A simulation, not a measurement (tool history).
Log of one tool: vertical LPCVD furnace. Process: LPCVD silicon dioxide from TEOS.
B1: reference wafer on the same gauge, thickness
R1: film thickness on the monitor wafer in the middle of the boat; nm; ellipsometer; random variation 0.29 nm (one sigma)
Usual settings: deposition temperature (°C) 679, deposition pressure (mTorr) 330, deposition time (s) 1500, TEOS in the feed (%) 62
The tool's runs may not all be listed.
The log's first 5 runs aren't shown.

Run 6, hour 62.9: usual settings; B1 112.95. Result: R1 133.58 nm.
Run 7, hour 76.7: usual settings; B1 113.03. Result: R1 133.51 nm.
Run 8, hour 89.4: usual settings; B1 113.09. Result: R1 134.05 nm.
Run 9, hour 95.5: usual settings; B1 113.01. Result: R1 133.68 nm.
At hour 127.9: thermocouples replaced and temperature profile calibrated.
Run 10, hour 128.4: usual settings; B1 112.94. Result: R1 139.88 nm.
Run 11, hour 132.4: usual settings but deposition temperature (°C) 670; B1 112.98. Result: R1 112.44 nm.
Run 12, hour 136.6: usual settings but deposition temperature (°C) 683, deposition pressure (mTorr) 385, deposition time (s) 1050, TEOS in the feed (%) 74; B1 113.06. Result: R1 127.34 nm.
At hour 163.5: TEOS flow controller replaced.
Run 13, hour 164: usual settings; B1 112.92. Result: R1 140.12 nm.
Run 14, hour 168: usual settings but deposition time (s) 990, TEOS in the feed (%) 57; B1 112.99. Result: R1 88.83 nm.
Run 15, hour 174.9: usual settings but deposition temperature (°C) 687, deposition time (s) 1800, TEOS in the feed (%) 57; B1 113.02. Result: R1 195.19 nm.
Run 16, hour 189.2: usual settings but deposition pressure (mTorr) 250, TEOS in the feed (%) 71; B1 113.01. Result: R1 130.67 nm.
Run 17, hour 204: usual settings but deposition temperature (°C) 675, deposition pressure (mTorr) 405; B1 113.01. Result: R1 140.92 nm.
Run 18, hour 212.1: usual settings but deposition temperature (°C) 689, deposition pressure (mTorr) 395, deposition time (s) 1800, TEOS in the feed (%) 71; B1 112.94. Result: R1 251.04 nm.
At hour 238.1: thermocouples replaced and temperature profile calibrated, repeated, since the last time left the tool worse.
At hour 254: pressure gauge zeroed.
Run 19, hour 254.5: usual settings; B1 113.02. Result: R1 124.26 nm.
Run 20, hour 258.5: usual settings but deposition temperature (°C) 669, deposition pressure (mTorr) 405, deposition time (s) 2010, TEOS in the feed (%) 66; B1 113.1. Result: R1 149.48 nm.
Run 21, hour 262.6: usual settings; B1 113.06. Result: R1 124.66 nm.
Run 22, hour 266.6: usual settings; B1 112.93. Result: R1 124.52 nm.
Run 23, hour 270.7: usual settings but deposition temperature (°C) 683, deposition pressure (mTorr) 405, deposition time (s) 900, TEOS in the feed (%) 59; B1 113.01. Result: R1 88.8 nm.
Run 24, hour 275: usual settings; B1 112.91. Result: R1 124.92 nm.
Run 25, hour 285.3: usual settings but deposition temperature (°C) 683; B1 113.11. Result: R1 137.44 nm.
Run 26, hour 303.2: usual settings but deposition temperature (°C) 690, deposition pressure (mTorr) 270, deposition time (s) 990, TEOS in the feed (%) 71; B1 112.98. Result: R1 103.64 nm.
Run 27, hour 312.4: usual settings but deposition temperature (°C) 684, deposition pressure (mTorr) 385, deposition time (s) 1860, TEOS in the feed (%) 56; B1 113. Result: R1 179.62 nm.
Run 28, hour 324.3: usual settings but TEOS in the feed (%) 56; B1 112.95. Result: R1 118.57 nm.
Run 29, hour 332.8: usual settings; B1 112.98. Result: R1 124.94 nm.
Run 30, hour 349: usual settings; B1 112.91. Result: R1 125.36 nm.

5 ways to go on from here, each from the tool as it stands after run 30. What would each give?
Run A, hour 353.1: usual settings but deposition temperature (°C) 669; B1 ?. Result: R1 ?.
Run B, hour 353.1: usual settings but deposition temperature (°C) 684, deposition time (s) 2070; B1 ?. Result: R1 ?.
Run C, hour 353.1: usual settings but deposition pressure (mTorr) 255, TEOS in the feed (%) 55; B1 ?. Result: R1 ?.
Run D, hour 353.1: usual settings but deposition pressure (mTorr) 380; B1 ?. Result: R1 ?.
Run E, hour 353.1: usual settings but deposition pressure (mTorr) 355; B1 ?. Result: R1 ?.

run   B1      R1
  A  113   97.64
  B  113  194.35
  C  113  103.34
  D  113  133.93
  E  113  129.45
Without the tool's hidden state the same runs would have given:
run      R1
  A   96.72
  B  192.58
  C  102.38
  D   132.7
  E  128.26
